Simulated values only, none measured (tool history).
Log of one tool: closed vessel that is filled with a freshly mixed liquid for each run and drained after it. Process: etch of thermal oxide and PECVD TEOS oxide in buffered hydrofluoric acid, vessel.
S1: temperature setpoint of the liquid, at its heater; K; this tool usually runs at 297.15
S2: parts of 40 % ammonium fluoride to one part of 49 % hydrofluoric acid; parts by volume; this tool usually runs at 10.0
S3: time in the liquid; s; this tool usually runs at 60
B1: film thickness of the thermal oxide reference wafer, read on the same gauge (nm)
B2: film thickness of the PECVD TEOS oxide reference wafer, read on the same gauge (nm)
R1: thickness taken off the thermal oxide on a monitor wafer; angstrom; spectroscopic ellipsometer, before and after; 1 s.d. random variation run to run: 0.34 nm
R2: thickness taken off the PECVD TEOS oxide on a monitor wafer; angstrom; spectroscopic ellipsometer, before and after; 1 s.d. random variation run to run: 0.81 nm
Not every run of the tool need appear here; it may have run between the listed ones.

{"run": 1, "hour": 0.0, "S1": 297.15, "S2": 10.0, "S3": 60, "B1": 30.02, "B2": 90.02, "R1": 792.5, "R2": 1973.8}
{"run": 2, "hour": 25.6, "S1": 297.15, "S2": 10.0, "S3": 60, "B1": 30.02, "B2": 90.0, "R1": 786.7, "R2": 1983.5}
{"run": 3, "hour": 47.6, "S1": 294.65, "S2": 10.0, "S3": 35, "B1": 29.97, "B2": 90.0, "R1": 401.8, "R2": 999.8}
{"hour": 52.1, "done": "gauge calibrated"}
{"run": 4, "hour": 72.7, "S1": 297.15, "S2": 10.0, "S3": 60, "B1": 30.0, "B2": 90.02, "R1": 786.3, "R2": 1952.5}
{"run": 5, "hour": 161.7, "S1": 297.15, "S2": 10.0, "S3": 60, "B1": 29.99, "B2": 89.99, "R1": 780.3, "R2": 1932.2}
{"hour": 179.0, "done": "hydrofluoric acid flow meter replaced"}
{"run": 6, "hour": 179.5, "S1": 297.15, "S2": 10.0, "S3": 60, "B1": 29.99, "B2": 89.99, "R1": 818.7, "R2": 2044.4}
{"run": 7, "hour": 195.5, "S1": 297.15, "S2": 10.0, "S3": 60, "B1": 29.98, "B2": 89.98, "R1": 817.6, "R2": 2046.8}
{"run": 8, "hour": 229.2, "S1": 297.15, "S2": 10.0, "S3": 60, "B1": 30.01, "B2": 90.0, "R1": 819.1, "R2": 2043.3}
{"run": 9, "hour": 247.5, "S1": 297.15, "S2": 10.0, "S3": 60, "B1": 30.02, "B2": 90.02, "R1": 809.8, "R2": 2013.5}
{"run": 10, "hour": 281.3, "S1": 292.65, "S2": 8.0, "S3": 30, "B1": 30.0, "B2": 90.0, "R1": 386.3, "R2": 958.4}
{"run": 11, "hour": 304.0, "S1": 297.15, "S2": 10.0, "S3": 75, "B1": 30.01, "B2": 90.01, "R1": 1023.9, "R2": 2536.5}
{"hour": 306.8, "done": "thermometer replaced"}
{"run": 12, "hour": 338.5, "S1": 293.15, "S2": 8.0, "S3": 60, "B1": 30.01, "B2": 90.03, "R1": 709.7, "R2": 1775.8}
{"run": 13, "hour": 351.3, "S1": 297.15, "S2": 10.0, "S3": 60, "B1": 29.97, "B2": 89.98, "R1": 726.8, "R2": 1816.0}
{"hour": 363.4, "done": "gauge calibrated"}
{"run": 14, "hour": 368.8, "S1": 300.65, "S2": 8.5, "S3": 40, "B1": 29.99, "B2": 90.0, "R1": 666.2, "R2": 1645.2}
{"run": 15, "hour": 392.1, "S1": 297.15, "S2": 10.0, "S3": 60, "B1": 29.99, "B2": 89.99, "R1": 725.0, "R2": 1828.0}
{"run": 16, "hour": 426.2, "S1": 297.15, "S2": 10.0, "S3": 60, "B1": 30.04, "B2": 90.01, "R1": 719.4, "R2": 1796.9}
{"run": 17, "hour": 449.4, "S1": 297.15, "S2": 7.5, "S3": 40, "B1": 30.01, "B2": 90.01, "R1": 616.4, "R2": 1553.8}
{"run": 18, "hour": 473.7, "S1": 293.65, "S2": 13.5, "S3": 30, "B1": 29.98, "B2": 90.02, "R1": 221.6, "R2": 551.7}

Consider 3 possible next runs. They are alternatives, not a sequence: every one starts from the tool as it was left by run 18. What does each give?
{"run": "A", "hour": 474.4, "S1": 297.15, "S2": 10.0, "S3": 60, "B1": "?", "B2": "?", "R1": "?", "R2": "?"}
{"run": "B", "hour": 474.4, "S1": 295.15, "S2": 10.0, "S3": 60, "B1": "?", "B2": "?", "R1": "?", "R2": "?"}
{"run": "C", "hour": 474.4, "S1": 295.15, "S2": 12.5, "S3": 95, "B1": "?", "B2": "?", "R1": "?", "R2": "?"}

run=A B1=29.98 B2=90.04 R1=720.2 R2=1787.1
run=B B1=29.98 B2=90.04 R1=645.5 R2=1601.7
run=C B1=29.98 B2=90.04 R1=821.9 R2=2039.5
The same runs, with their run-to-run variation unchanged, on a tool lacking any hidden condition would have given:
run=A R1=733.6 R2=1820.3
run=B R1=657.3 R2=1631.1
run=C R1=837.1 R2=2077.2

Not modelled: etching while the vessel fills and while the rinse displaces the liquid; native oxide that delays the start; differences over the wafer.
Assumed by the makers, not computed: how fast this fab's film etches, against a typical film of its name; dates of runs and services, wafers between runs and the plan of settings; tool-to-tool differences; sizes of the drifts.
